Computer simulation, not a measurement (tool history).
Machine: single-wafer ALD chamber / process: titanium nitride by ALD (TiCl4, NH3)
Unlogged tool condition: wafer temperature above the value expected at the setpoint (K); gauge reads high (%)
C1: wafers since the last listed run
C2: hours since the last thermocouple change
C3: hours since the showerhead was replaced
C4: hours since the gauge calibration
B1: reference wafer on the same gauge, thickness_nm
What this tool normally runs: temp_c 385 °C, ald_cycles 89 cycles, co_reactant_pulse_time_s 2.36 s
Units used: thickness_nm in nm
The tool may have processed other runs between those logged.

{"run": 1, "hour": 0.0, "temp_c": 390, "ald_cycles": 89, "co_reactant_pulse_time_s": 2.36, "C1": 0, "C2": 551.9, "C3": 3852.4, "C4": 1254.0, "B1": 2.057, "thickness_nm": 1.891}
{"run": 2, "hour": 84.4, "temp_c": 390, "ald_cycles": 89, "co_reactant_pulse_time_s": 2.36, "C1": 196, "C2": 636.3, "C3": 3936.8, "C4": 1338.4, "B1": 2.056, "thickness_nm": 1.887}
{"run": 3, "hour": 169.7, "temp_c": 385, "ald_cycles": 89, "co_reactant_pulse_time_s": 2.36, "C1": 198, "C2": 721.6, "C3": 4022.1, "C4": 1423.7, "B1": 2.051, "thickness_nm": 1.877}
{"run": 4, "hour": 259.1, "temp_c": 385, "ald_cycles": 89, "co_reactant_pulse_time_s": 2.36, "C1": 208, "C2": 811.0, "C3": 4111.5, "C4": 1513.1, "B1": 2.049, "thickness_nm": 1.878}
{"run": 5, "hour": 306.2, "temp_c": 385, "ald_cycles": 89, "co_reactant_pulse_time_s": 2.36, "C1": 109, "C2": 858.1, "C3": 4158.6, "C4": 1560.2, "B1": 2.045, "thickness_nm": 1.864}
{"run": 6, "hour": 353.5, "temp_c": 385, "ald_cycles": 89, "co_reactant_pulse_time_s": 2.62, "C1": 110, "C2": 905.4, "C3": 4205.9, "C4": 1607.5, "B1": 2.043, "thickness_nm": 1.883}
{"run": 7, "hour": 447.4, "temp_c": 385, "ald_cycles": 89, "co_reactant_pulse_time_s": 2.62, "C1": 219, "C2": 999.3, "C3": 4299.8, "C4": 1701.4, "B1": 2.042, "thickness_nm": 1.878}
{"run": 8, "hour": 501.2, "temp_c": 385, "ald_cycles": 89, "co_reactant_pulse_time_s": 2.62, "C1": 125, "C2": 1053.1, "C3": 4353.6, "C4": 1755.2, "B1": 2.039, "thickness_nm": 1.877}
{"run": 9, "hour": 570.7, "temp_c": 381, "ald_cycles": 89, "co_reactant_pulse_time_s": 2.36, "C1": 162, "C2": 1122.6, "C3": 4423.1, "C4": 1824.7, "B1": 2.036, "thickness_nm": 1.851}
{"hour": 644.2, "done": "gauge calibrated"}
{"run": 10, "hour": 656.2, "temp_c": 381, "ald_cycles": 89, "co_reactant_pulse_time_s": 2.36, "C1": 199, "C2": 1208.1, "C3": 4508.6, "C4": 12.0, "B1": 2.088, "thickness_nm": 1.905}
{"run": 11, "hour": 693.8, "temp_c": 385, "ald_cycles": 89, "co_reactant_pulse_time_s": 2.36, "C1": 87, "C2": 1245.7, "C3": 4546.2, "C4": 49.6, "B1": 2.089, "thickness_nm": 1.909}
{"hour": 720.0, "done": "thermocouple changed; heater temperature recalibrated"}
{"run": 12, "hour": 735.5, "temp_c": 385, "ald_cycles": 89, "co_reactant_pulse_time_s": 2.36, "C1": 78, "C2": 15.5, "C3": 4587.9, "C4": 91.3, "B1": 2.089, "thickness_nm": 1.903}
{"run": 13, "hour": 827.5, "temp_c": 385, "ald_cycles": 89, "co_reactant_pulse_time_s": 2.91, "C1": 214, "C2": 107.5, "C3": 4679.9, "C4": 183.3, "B1": 2.087, "thickness_nm": 1.935}
{"run": 14, "hour": 884.7, "temp_c": 395, "ald_cycles": 96, "co_reactant_pulse_time_s": 3.08, "C1": 133, "C2": 164.7, "C3": 4737.1, "C4": 240.5, "B1": 2.087, "thickness_nm": 2.105}
{"run": 15, "hour": 922.0, "temp_c": 396, "ald_cycles": 76, "co_reactant_pulse_time_s": 1.44, "C1": 86, "C2": 202.0, "C3": 4774.4, "C4": 277.8, "B1": 2.088, "thickness_nm": 1.575}
{"run": 16, "hour": 1018.9, "temp_c": 385, "ald_cycles": 89, "co_reactant_pulse_time_s": 2.36, "C1": 226, "C2": 298.9, "C3": 4871.3, "C4": 374.7, "B1": 2.087, "thickness_nm": 1.913}
{"run": 17, "hour": 1067.8, "temp_c": 385, "ald_cycles": 89, "co_reactant_pulse_time_s": 1.43, "C1": 114, "C2": 347.8, "C3": 4920.2, "C4": 423.6, "B1": 2.086, "thickness_nm": 1.814}
{"run": 18, "hour": 1174.3, "temp_c": 385, "ald_cycles": 89, "co_reactant_pulse_time_s": 2.36, "C1": 248, "C2": 454.3, "C3": 5026.7, "C4": 530.1, "B1": 2.087, "thickness_nm": 1.91}
{"run": 19, "hour": 1257.6, "temp_c": 385, "ald_cycles": 89, "co_reactant_pulse_time_s": 2.36, "C1": 194, "C2": 537.6, "C3": 5110.0, "C4": 613.4, "B1": 2.084, "thickness_nm": 1.901}
{"run": 20, "hour": 1323.8, "temp_c": 399, "ald_cycles": 80, "co_reactant_pulse_time_s": 2.36, "C1": 154, "C2": 603.8, "C3": 5176.2, "C4": 679.6, "B1": 2.083, "thickness_nm": 1.733}
{"hour": 1377.9, "done": "showerhead replaced"}
{"run": 21, "hour": 1395.4, "temp_c": 385, "ald_cycles": 73, "co_reactant_pulse_time_s": 2.36, "C1": 148, "C2": 675.4, "C3": 17.5, "C4": 751.2, "B1": 2.084, "thickness_nm": 1.554}
{"run": 22, "hour": 1493.2, "temp_c": 385, "ald_cycles": 89, "co_reactant_pulse_time_s": 2.36, "C1": 228, "C2": 773.2, "C3": 115.3, "C4": 849.0, "B1": 2.077, "thickness_nm": 1.895}
{"run": 23, "hour": 1555.4, "temp_c": 394, "ald_cycles": 94, "co_reactant_pulse_time_s": 1.52, "C1": 145, "C2": 835.4, "C3": 177.5, "C4": 911.2, "B1": 2.075, "thickness_nm": 1.939}
{"run": 24, "hour": 1596.1, "temp_c": 385, "ald_cycles": 89, "co_reactant_pulse_time_s": 2.36, "C1": 94, "C2": 876.1, "C3": 218.2, "C4": 951.9, "B1": 2.078, "thickness_nm": 1.897}
{"run": 25, "hour": 1635.1, "temp_c": 391, "ald_cycles": 106, "co_reactant_pulse_time_s": 1.73, "C1": 90, "C2": 915.1, "C3": 257.2, "C4": 990.9, "B1": 2.074, "thickness_nm": 2.213}
{"run": 26, "hour": 1740.2, "temp_c": 393, "ald_cycles": 89, "co_reactant_pulse_time_s": 2.11, "C1": 245, "C2": 1020.2, "C3": 362.3, "C4": 1096.0, "B1": 2.073, "thickness_nm": 1.89}

Here are 5 independent what-if runs from the current tool condition. What would each one return?
{"run": "A", "hour": 1740.8, "temp_c": 385, "ald_cycles": 72, "co_reactant_pulse_time_s": 2.36, "C1": 1, "C2": 1020.8, "C3": 362.9, "C4": 1096.6, "B1": "?", "thickness_nm": "?"}
{"run": "B", "hour": 1740.8, "temp_c": 385, "ald_cycles": 105, "co_reactant_pulse_time_s": 2.36, "C1": 1, "C2": 1020.8, "C3": 362.9, "C4": 1096.6, "B1": "?", "thickness_nm": "?"}
{"run": "C", "hour": 1740.8, "temp_c": 385, "ald_cycles": 89, "co_reactant_pulse_time_s": 1.46, "C1": 1, "C2": 1020.8, "C3": 362.9, "C4": 1096.6, "B1": "?", "thickness_nm": "?"}
{"run": "D", "hour": 1740.8, "temp_c": 395, "ald_cycles": 106, "co_reactant_pulse_time_s": 1.94, "C1": 1, "C2": 1020.8, "C3": 362.9, "C4": 1096.6, "B1": "?", "thickness_nm": "?"}
{"run": "E", "hour": 1740.8, "temp_c": 385, "ald_cycles": 106, "co_reactant_pulse_time_s": 3.3, "C1": 1, "C2": 1020.8, "C3": 362.9, "C4": 1096.6, "B1": "?", "thickness_nm": "?"}

run=A B1=2.073 thickness_nm=1.542
run=B B1=2.073 thickness_nm=2.249
run=C B1=2.073 thickness_nm=1.811
run=D B1=2.073 thickness_nm=2.257
run=E B1=2.073 thickness_nm=2.315
What these runs would have given with no unlogged condition in the tool:
run=A thickness_nm=1.548
run=B thickness_nm=2.257
run=C thickness_nm=1.818
run=D thickness_nm=2.265
run=E thickness_nm=2.323
